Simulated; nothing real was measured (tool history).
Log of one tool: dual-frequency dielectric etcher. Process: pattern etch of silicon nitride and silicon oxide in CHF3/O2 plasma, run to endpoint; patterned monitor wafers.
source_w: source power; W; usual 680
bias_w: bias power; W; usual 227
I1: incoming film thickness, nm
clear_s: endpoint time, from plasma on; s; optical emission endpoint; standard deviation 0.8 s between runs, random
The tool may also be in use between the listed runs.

run 1 hour=0 | source_w=680 bias_w=227 | I1=153.5 | clear_s=95.1
run 2 hour=45.9 | source_w=680 bias_w=227 | I1=154.2 | clear_s=95.3
run 3 hour=88.7 | source_w=680 bias_w=227 | I1=152.2 | clear_s=91.8
run 4 hour=122.7 | source_w=680 bias_w=227 | I1=153.3 | clear_s=93
run 5 hour=153 | source_w=680 bias_w=227 | I1=152.9 | clear_s=93.5
run 6 hour=183.2 | source_w=680 bias_w=227 | I1=154.4 | clear_s=93.6
run 7 hour=254.2 | source_w=680 bias_w=227 | I1=154 | clear_s=91.6
run 8 hour=278.4 | source_w=630 bias_w=227 | I1=152 | clear_s=93.4
run 9 hour=329.3 | source_w=630 bias_w=227 | I1=155.5 | clear_s=95.9
run 10 hour=401.2 | source_w=630 bias_w=227 | I1=152.7 | clear_s=91.6
run 11 hour=426.9 | source_w=680 bias_w=227 | I1=151.4 | clear_s=88
-- hour=461.5 source power generator calibrated
-- hour=483.2 wet clean of the chamber
run 12 hour=483.7 | source_w=680 bias_w=227 | I1=154.5 | clear_s=95.9
run 13 hour=505.1 | source_w=680 bias_w=227 | I1=154 | clear_s=96.5
run 14 hour=531.6 | source_w=680 bias_w=227 | I1=153.5 | clear_s=97.2
run 15 hour=596.7 | source_w=770 bias_w=255 | I1=155 | clear_s=89.2
run 16 hour=717.3 | source_w=630 bias_w=182 | I1=154.8 | clear_s=106.6
run 17 hour=774.4 | source_w=680 bias_w=227 | I1=154.7 | clear_s=95.5
-- hour=822.1 upper electrode replaced, of another model than before
-- hour=987.9 wet clean of the chamber
run 18 hour=988.4 | source_w=740 bias_w=189 | I1=152.8 | clear_s=107.3
run 19 hour=1010.1 | source_w=820 bias_w=212 | I1=154.2 | clear_s=97.6
run 20 hour=1046.2 | source_w=680 bias_w=201 | I1=155.2 | clear_s=104.9
run 21 hour=1084.3 | source_w=680 bias_w=176 | I1=153.2 | clear_s=114.3
run 22 hour=1124.9 | source_w=680 bias_w=176 | I1=154.2 | clear_s=116.1
-- hour=1182.7 bias power generator calibrated
run 23 hour=1229.3 | source_w=600 bias_w=282 | I1=153.7 | clear_s=83.6
run 24 hour=1276.8 | source_w=740 bias_w=227 | I1=154.2 | clear_s=93
run 25 hour=1330.4 | source_w=680 bias_w=227 | I1=154.4 | clear_s=93.8
run 26 hour=1383.4 | source_w=770 bias_w=185 | I1=153.3 | clear_s=105
run 27 hour=1454.4 | source_w=620 bias_w=227 | I1=152.8 | clear_s=92.6
run 28 hour=1487.5 | source_w=590 bias_w=266 | I1=154.7 | clear_s=87.2

Forecast each of these 3 alternatives for the next run:
run A hour=1488 | source_w=830 bias_w=227 | I1=154.7 | clear_s=?
run B hour=1488 | source_w=610 bias_w=178 | I1=154.7 | clear_s=?
run C hour=1488 | source_w=680 bias_w=173 | I1=154.7 | clear_s=?

run=A clear_s=89.7
run=B clear_s=112.8
run=C clear_s=113.1
Stripped of hidden state, with their random variation kept, the same runs would have yielded:
run=A clear_s=93.7
run=B clear_s=117.9
run=C clear_s=118.2
